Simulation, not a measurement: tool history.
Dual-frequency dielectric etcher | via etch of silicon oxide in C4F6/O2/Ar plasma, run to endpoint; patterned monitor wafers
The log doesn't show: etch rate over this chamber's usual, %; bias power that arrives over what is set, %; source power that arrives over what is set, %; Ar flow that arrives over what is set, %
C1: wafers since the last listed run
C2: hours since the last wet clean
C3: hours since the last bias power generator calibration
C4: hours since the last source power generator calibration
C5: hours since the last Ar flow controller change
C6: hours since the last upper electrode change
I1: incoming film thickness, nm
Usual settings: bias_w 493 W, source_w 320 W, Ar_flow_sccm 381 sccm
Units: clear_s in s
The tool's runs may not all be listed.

Run 1, day 0: usual settings; C1 0; C2 313.4; C3 4251.5; C4 1313.9; C5 3086.3; C6 3563.1; I1 98.4. Result: clear_s 23.6 s.
At day 4.854: wet clean of the chamber.
Run 2, day 4.875: usual settings; C1 1121; C2 0.5; C3 4368.5; C4 1430.9; C5 3203.3; C6 3680.1; I1 99.5. Result: clear_s 23.8 s.
Run 3, day 7.804: usual settings but source_w 270 W; C1 848; C2 70.8; C3 4438.8; C4 1501.2; C5 3273.6; C6 3750.4; I1 98.8. Result: clear_s 25.1 s.
Run 4, day 11.279: usual settings but Ar_flow_sccm 330 sccm; C1 1006; C2 154.2; C3 4522.2; C4 1584.6; C5 3357; C6 3833.8; I1 98.3. Result: clear_s 23 s.
Run 5, day 13.629: usual settings but Ar_flow_sccm 330 sccm; C1 680; C2 210.6; C3 4578.6; C4 1641; C5 3413.4; C6 3890.2; I1 99.4. Result: clear_s 23.4 s.
Run 6, day 17.825: usual settings but bias_w 419 W, Ar_flow_sccm 346 sccm; C1 1214; C2 311.3; C3 4679.3; C4 1741.7; C5 3514.1; C6 3990.9; I1 99.4. Result: clear_s 24.8 s.
At day 20.538: wet clean of the chamber.
Run 7, day 21.138: usual settings but bias_w 419 W, Ar_flow_sccm 346 sccm; C1 669; C2 14.4; C3 4758.8; C4 1821.2; C5 3593.6; C6 4070.4; I1 99.3. Result: clear_s 24.9 s.
At day 24.15: bias power generator calibrated.
Run 8, day 25.604: usual settings but bias_w 395 W, source_w 390 W, Ar_flow_sccm 316 sccm; C1 1244; C2 121.6; C3 34.9; C4 1928.4; C5 3700.8; C6 4177.6; I1 98.3. Result: clear_s 22.9 s.
At day 27.112: Ar flow controller replaced.
Run 9, day 29.112: usual settings but bias_w 587 W, source_w 370 W, Ar_flow_sccm 448 sccm; C1 943; C2 205.8; C3 119.1; C4 2012.6; C5 48; C6 4261.8; I1 98.5. Result: clear_s 21.6 s.
At day 30.129: source power generator calibrated.
At day 32.042: upper electrode replaced.
Run 10, day 32.204: usual settings but bias_w 575 W, source_w 300 W, Ar_flow_sccm 443 sccm; C1 557; C2 280; C3 193.3; C4 49.8; C5 122.2; C6 3.9; I1 98. Result: clear_s 23.2 s.
At day 35.696: wet clean of the chamber.
Run 11, day 36.154: usual settings but bias_w 562 W, Ar_flow_sccm 343 sccm; C1 854; C2 11; C3 288.1; C4 144.6; C5 217; C6 98.7; I1 98.2. Result: clear_s 22.2 s.
Run 12, day 38.767: usual settings but source_w 390 W, Ar_flow_sccm 321 sccm; C1 756; C2 73.7; C3 350.8; C4 207.3; C5 279.7; C6 161.4; I1 99.4. Result: clear_s 21.6 s.

Run 13 comes next. What will it give?
Run 13, day 42.538: usual settings; C1 1091; C2 164.2; C3 441.3; C4 297.8; C5 370.2; C6 251.9; I1 99.8. Result: clear_s ?.

Run 13 gave clear_s 23.9 s.
Without the tool's hidden state the same run would have given clear_s 23.9 s.
